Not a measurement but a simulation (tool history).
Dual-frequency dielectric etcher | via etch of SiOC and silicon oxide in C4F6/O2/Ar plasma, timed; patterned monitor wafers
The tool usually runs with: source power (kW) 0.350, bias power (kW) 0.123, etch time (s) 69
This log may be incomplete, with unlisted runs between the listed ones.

run    hour  source power (kW)  bias power (kW)  etch time (s)  wafers since the last listed run  hours since the last wet clean  hours since the last source power generator calibration  hours since the last bias power generator calibration  hours since the last upper electrode change  hours since the gauge calibration  read-back reference wafer on the same gauge, depth_nm  mean etch depth across the wafer (nm)
  1     0.0              0.350            0.123             69                                 0                            10.8                                                   2240.8                                                  405.4                                       2299.4                              568.1                                                   69.0                                   63.8
  2    49.6              0.350            0.123             69                               519                            60.4                                                   2290.4                                                  455.0                                       2349.0                              617.7                                                   69.0                                   64.2
  3    91.4              0.350            0.123             69                               438                           102.2                                                   2332.2                                                  496.8                                       2390.8                              659.5                                                   69.0                                   63.7
  4   187.4              0.350            0.123             69                              1006                           198.2                                                   2428.2                                                  592.8                                       2486.8                              755.5                                                   69.1                                   63.8
  5   291.7              0.350            0.123             69                              1093                           302.5                                                   2532.5                                                  697.1                                       2591.1                              859.8                                                   69.0                                   64.1
      392.5  -- wet clean of the chamber
  6   544.3              0.350            0.123             69                              2396                           151.8                                                   2785.1                                                  949.7                                       2843.7                             1112.4                                                   69.0                                   64.3
  7   639.7              0.350            0.123             69                              1000                           247.2                                                   2880.5                                                 1045.1                                       2939.1                             1207.8                                                   69.0                                   64.0
  8   679.1              0.350            0.123             69                               413                           286.6                                                   2919.9                                                 1084.5                                       2978.5                             1247.2                                                   69.0                                   64.1
  9   749.9              0.350            0.123             69                               742                           357.4                                                   2990.7                                                 1155.3                                       3049.3                             1318.0                                                   69.0                                   64.2
      833.5  -- wet clean of the chamber
 10   855.9              0.350            0.123             69                               859                            22.4                                                   3096.7                                                 1261.3                                       3155.3                             1424.0                                                   69.0                                   64.2
      970.5  -- upper electrode replaced
 11   971.0              0.350            0.123             69                               954                           137.5                                                   3211.8                                                 1376.4                                          0.5                             1539.1                                                   69.0                                   64.3
 12  1030.2              0.350            0.123             69                               620                           196.7                                                   3271.0                                                 1435.6                                         59.7                             1598.3                                                   69.0                                   64.3
 13  1127.9              0.350            0.123             69                              1024                           294.4                                                   3368.7                                                 1533.3                                        157.4                             1696.0                                                   69.0                                   64.3

Expected results for the next run?
     1208.6  -- bias power generator calibrated
     1294.8  -- wet clean of the chamber
 14  1329.4              0.300            0.135             69                              1818                            34.6                                                   3570.2                                                  120.8                                        358.9                             1897.5                                                      ?                                      ?

Run 14 gave read-back reference wafer on the same gauge, depth_nm 69.0, mean etch depth across the wafer (nm) 59.4.
Had the tool carried no hidden state, the very same run would have given mean etch depth across the wafer (nm) 59.3.

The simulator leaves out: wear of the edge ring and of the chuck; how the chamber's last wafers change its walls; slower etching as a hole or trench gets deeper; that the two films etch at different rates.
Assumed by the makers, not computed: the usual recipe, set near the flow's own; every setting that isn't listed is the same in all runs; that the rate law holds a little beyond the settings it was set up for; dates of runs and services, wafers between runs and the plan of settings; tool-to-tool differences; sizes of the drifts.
